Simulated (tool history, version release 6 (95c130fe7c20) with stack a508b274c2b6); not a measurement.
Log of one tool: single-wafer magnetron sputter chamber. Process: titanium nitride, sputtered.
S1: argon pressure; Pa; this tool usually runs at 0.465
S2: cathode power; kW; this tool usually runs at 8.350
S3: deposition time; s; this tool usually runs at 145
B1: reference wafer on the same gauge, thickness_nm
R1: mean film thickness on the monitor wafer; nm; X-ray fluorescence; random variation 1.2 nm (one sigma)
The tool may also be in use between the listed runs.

{"run": 1, "hour": 0.0, "S1": 0.465, "S2": 8.35, "S3": 145, "B1": 188.713, "R1": 207.075}
{"run": 2, "hour": 35.5, "S1": 0.465, "S2": 8.35, "S3": 145, "B1": 188.909, "R1": 203.168}
{"run": 3, "hour": 52.5, "S1": 0.465, "S2": 8.35, "S3": 145, "B1": 189.231, "R1": 205.562}
{"run": 4, "hour": 89.3, "S1": 0.465, "S2": 8.35, "S3": 145, "B1": 188.751, "R1": 206.272}
{"run": 5, "hour": 109.8, "S1": 0.465, "S2": 8.35, "S3": 145, "B1": 188.797, "R1": 207.059}
{"run": 6, "hour": 124.2, "S1": 0.465, "S2": 8.35, "S3": 145, "B1": 188.999, "R1": 206.729}
{"run": 7, "hour": 222.0, "S1": 0.465, "S2": 8.35, "S3": 128, "B1": 189.061, "R1": 181.194}
{"hour": 245.7, "done": "sputter target and shields replaced"}
{"hour": 248.1, "done": "capacitance manometer re-zeroed and calibrated"}
{"run": 8, "hour": 248.6, "S1": 0.465, "S2": 8.35, "S3": 128, "B1": 188.94, "R1": 185.865}
{"hour": 268.2, "done": "gauge calibrated"}
{"run": 9, "hour": 271.7, "S1": 0.465, "S2": 8.35, "S3": 128, "B1": 189.463, "R1": 183.916}
{"run": 10, "hour": 289.1, "S1": 0.465, "S2": 8.35, "S3": 145, "B1": 189.042, "R1": 211.081}
{"run": 11, "hour": 323.0, "S1": 0.465, "S2": 8.35, "S3": 145, "B1": 188.94, "R1": 208.209}
{"run": 12, "hour": 343.1, "S1": 0.465, "S2": 8.35, "S3": 145, "B1": 189.007, "R1": 209.052}
{"run": 13, "hour": 369.9, "S1": 0.465, "S2": 8.35, "S3": 145, "B1": 188.615, "R1": 209.092}
{"run": 14, "hour": 399.3, "S1": 0.465, "S2": 8.35, "S3": 145, "B1": 189.04, "R1": 209.18}
{"run": 15, "hour": 431.8, "S1": 0.304, "S2": 8.35, "S3": 122, "B1": 189.094, "R1": 186.515}
{"hour": 467.0, "done": "magnet pack replaced"}
{"run": 16, "hour": 467.5, "S1": 0.641, "S2": 6.75, "S3": 134, "B1": 189.045, "R1": 144.18}
{"run": 17, "hour": 474.9, "S1": 0.358, "S2": 8.35, "S3": 145, "B1": 189.065, "R1": 217.894}
{"run": 18, "hour": 500.2, "S1": 0.534, "S2": 8.35, "S3": 119, "B1": 188.702, "R1": 164.377}
{"run": 19, "hour": 596.6, "S1": 0.465, "S2": 10.1, "S3": 145, "B1": 188.968, "R1": 250.618}
{"run": 20, "hour": 625.9, "S1": 0.367, "S2": 6.4, "S3": 160, "B1": 189.123, "R1": 179.174}
{"run": 21, "hour": 658.8, "S1": 0.313, "S2": 8.35, "S3": 167, "B1": 189.073, "R1": 253.217}
{"run": 22, "hour": 689.9, "S1": 0.465, "S2": 8.35, "S3": 174, "B1": 188.746, "R1": 245.308}
{"run": 23, "hour": 711.4, "S1": 0.641, "S2": 8.35, "S3": 145, "B1": 188.97, "R1": 188.795}
{"hour": 728.5, "done": "sputter target and shields replaced"}
{"run": 24, "hour": 730.9, "S1": 0.465, "S2": 8.35, "S3": 145, "B1": 188.961, "R1": 209.087}
{"run": 25, "hour": 762.0, "S1": 0.465, "S2": 8.35, "S3": 145, "B1": 188.936, "R1": 208.327}
{"run": 26, "hour": 785.0, "S1": 0.465, "S2": 10.0, "S3": 145, "B1": 189.141, "R1": 250.088}

A few steps of R1 between consecutive runs. Split each: what settings, incoming material and random variation would produce without the hidden state, and what is left over for the hidden state, along with gauge scatter present in only one of the two compared results (measured, and without hidden state):
Hidden state at play: deposition rate above that of a new target (%); true argon pressure above the setpoint (%); gauge reads high (%).
Run 7 -> 8: sputter target and shields replaced, capacitance manometer re-zeroed and calibrated. R1 +4.671 nm: hidden state +5.007, all else -0.336.
Run 18 -> 19: S1 0.534 -> 0.465, S2 8.350 -> 10.100, S3 119 -> 145. R1 +86.241 nm: hidden state -2.823, all else +89.064.
Run 20 -> 21: S1 0.367 -> 0.313, S2 6.400 -> 8.350, S3 160 -> 167. R1 +74.043 nm: hidden state -2.241, all else +76.284.
Run 23 -> 24: S1 0.641 -> 0.465, sputter target and shields replaced. R1 +20.292 nm: hidden state +4.971, all else +15.321.
